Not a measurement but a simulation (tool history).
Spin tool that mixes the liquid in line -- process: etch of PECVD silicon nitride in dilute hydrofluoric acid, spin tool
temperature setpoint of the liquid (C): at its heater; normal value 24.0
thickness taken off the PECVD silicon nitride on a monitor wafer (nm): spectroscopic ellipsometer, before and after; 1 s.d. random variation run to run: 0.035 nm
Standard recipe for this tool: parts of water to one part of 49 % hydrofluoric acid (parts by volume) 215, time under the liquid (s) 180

| run | day | temperature setpoint of the liquid (C) | parts of water to one part of 49 % hydrofluoric acid (parts by volume) | time under the liquid (s) | wafers since the last listed run | hours since the thermometer was replaced | hours since the hydrofluoric acid flow meter was replaced | hours since the gauge calibration | read-back film thickness of the PECVD silicon nitride reference wafer, read on the same gauge (nm) | thickness taken off the PECVD silicon nitride on a monitor wafer (nm) |
|---|---|---|---|---|---|---|---|---|---|---|
| 1 | 0.000 | 26.0 | 215 | 180 | 0 | 998.6 | 115.5 | 599.9 | 69.989 | 5.345 |
| 2 | 4.146 | 26.0 | 215 | 180 | 880 | 1098.1 | 215.0 | 699.4 | 69.967 | 5.389 |
| 3 | 7.896 | 26.0 | 215 | 180 | 796 | 1188.1 | 305.0 | 789.4 | 69.985 | 5.440 |
| 4 | 10.825 | 24.0 | 215 | 180 | 621 | 1258.4 | 375.3 | 859.7 | 69.994 | 4.783 |
| 5 | 13.083 | 24.0 | 215 | 180 | 479 | 1312.6 | 429.5 | 913.9 | 69.973 | 4.880 |
| 6 | 16.900 | 24.0 | 215 | 180 | 810 | 1404.2 | 521.1 | 1005.5 | 69.961 | 4.837 |
| 7 | 18.567 | 24.0 | 215 | 180 | 353 | 1444.2 | 561.1 | 1045.5 | 70.020 | 4.810 |
| 8 | 22.733 | 24.0 | 215 | 180 | 884 | 1544.2 | 661.1 | 1145.5 | 69.995 | 4.802 |
| 9 | 31.158 | 24.0 | 215 | 180 | 1788 | 1746.4 | 863.3 | 1347.7 | 69.971 | 4.941 |
| 10 | 32.846 | 21.5 | 215 | 180 | 358 | 1786.9 | 903.8 | 1388.2 | 70.024 | 4.207 |
| 11 | 36.138 | 21.5 | 215 | 180 | 698 | 1865.9 | 982.8 | 1467.2 | 69.982 | 4.193 |
| 12 | 38.929 | 24.0 | 125 | 110 | 592 | 1932.9 | 1049.8 | 1534.2 | 70.021 | 5.144 |
|  | 39.750 | thermometer replaced |
| 13 | 41.696 | 24.0 | 215 | 180 | 578 | 46.7 | 1116.2 | 1600.6 | 70.002 | 4.999 |
| 14 | 46.058 | 24.0 | 120 | 180 | 926 | 151.4 | 1220.9 | 1705.3 | 69.987 | 9.049 |
| 15 | 49.517 | 26.5 | 145 | 235 | 734 | 234.4 | 1303.9 | 1788.3 | 69.999 | 11.440 |
| 16 | 51.196 | 28.0 | 295 | 90 | 356 | 274.7 | 1344.2 | 1828.6 | 69.993 | 2.333 |
|  | 51.371 | gauge calibrated |
| 17 | 55.442 | 24.0 | 215 | 180 | 901 | 376.6 | 1446.1 | 97.7 | 70.025 | 5.089 |
|  | 57.208 | hydrofluoric acid flow meter replaced |
| 18 | 58.592 | 24.0 | 215 | 180 | 659 | 452.2 | 33.2 | 173.3 | 70.025 | 4.718 |
| 19 | 62.204 | 29.0 | 270 | 180 | 767 | 538.9 | 119.9 | 260.0 | 69.971 | 5.181 |
| 20 | 64.262 | 24.0 | 215 | 250 | 437 | 588.3 | 169.3 | 309.4 | 69.979 | 6.622 |
| 21 | 68.700 | 26.5 | 215 | 180 | 942 | 694.8 | 275.8 | 415.9 | 70.028 | 5.599 |
| 22 | 71.608 | 24.0 | 215 | 180 | 617 | 764.6 | 345.6 | 485.7 | 69.984 | 4.848 |
| 23 | 74.838 | 24.0 | 150 | 270 | 685 | 842.1 | 423.1 | 563.2 | 70.013 | 10.302 |

Here are 3 independent what-if runs from the current tool condition. What would each one return?
| A | 74.858 | 24.0 | 135 | 180 | 4 | 842.6 | 423.6 | 563.7 | ? | ? |
| B | 74.858 | 21.5 | 135 | 180 | 4 | 842.6 | 423.6 | 563.7 | ? | ? |
| C | 74.858 | 21.5 | 290 | 275 | 4 | 842.6 | 423.6 | 563.7 | ? | ? |

| run | read-back film thickness of the PECVD silicon nitride reference wafer, read on the same gauge (nm) | thickness taken off the PECVD silicon nitride on a monitor wafer (nm) |
|---|---|---|
| A | 70.002 | 7.680 |
| B | 70.002 | 6.517 |
| C | 70.002 | 4.713 |
What these runs would have given with no unlogged condition in the tool:
| run | thickness taken off the PECVD silicon nitride on a monitor wafer (nm) |
|---|---|
| A | 7.474 |
| B | 6.343 |
| C | 4.587 |

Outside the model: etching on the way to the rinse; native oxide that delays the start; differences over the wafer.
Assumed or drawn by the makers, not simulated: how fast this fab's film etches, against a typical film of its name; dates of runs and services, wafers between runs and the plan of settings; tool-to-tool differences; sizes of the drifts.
